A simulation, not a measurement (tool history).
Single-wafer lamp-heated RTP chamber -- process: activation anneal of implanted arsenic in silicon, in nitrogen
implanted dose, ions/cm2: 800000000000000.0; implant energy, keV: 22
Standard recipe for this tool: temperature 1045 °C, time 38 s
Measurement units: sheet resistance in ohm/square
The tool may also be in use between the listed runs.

run	hour	temperature	time	read-back reference wafer on the same gauge, sheet resistance	sheet resistance
1	0.0	1045	38	130.07	134.89
2	101.0	1045	38	129.96	135.12
3	138.2	1045	22	129.96	139.28
4	189.8	1045	22	130.04	139.99
5	291.7	1045	53	130.02	132.23
6	374.0	1045	53	130.08	132.92
7	691.5	1045	38	130.02	135.34
8	746.8	1045	38	130.01	135.33
9	944.8	1045	38	129.99	135.75
10	1034.8	1063	50	130.20	129.80
11	1081.7	1066	32	130.04	132.99
12	1185.0	1045	38	130.08	135.23
13	1227.0	1056	57	130.03	129.41
14	1300.3	1045	38	130.16	135.56
15	1374.9	1053	17	129.94	141.38
16	1466.7	1031	55	129.89	134.40
17	1506.6	1028	21	129.90	142.97

Taken out of this log: 10 entries between the listed runs. Where each belongs, and how the hidden state differs across it:
After run 1, before run 2: pyrometer window cleaned and pyrometer calibrated (hour 39.4)
  the hidden state is the same at both runs
After run 5, before run 6: pyrometer window cleaned and pyrometer calibrated (hour 363.1)
  the hidden state is the same at both runs
After run 6, before run 7: reflector plate cleaned (hour 544.2); pyrometer window cleaned and pyrometer calibrated (hour 619.6)
  the hidden state is the same at both runs
After run 8, before run 9: pyrometer window cleaned and pyrometer calibrated (hour 929.6); gauge calibrated (hour 936.0)
  the hidden state is the same at both runs
After run 9, before run 10: reflector plate cleaned (hour 1034.3)
  the hidden state is the same at both runs
After run 12, before run 13: pyrometer window cleaned and pyrometer calibrated (hour 1223.2)
  the hidden state is the same at both runs
After run 16, before run 17: pyrometer window cleaned and pyrometer calibrated (hour 1494.6); reflector plate cleaned (hour 1500.5)
  the hidden state is the same at both runs
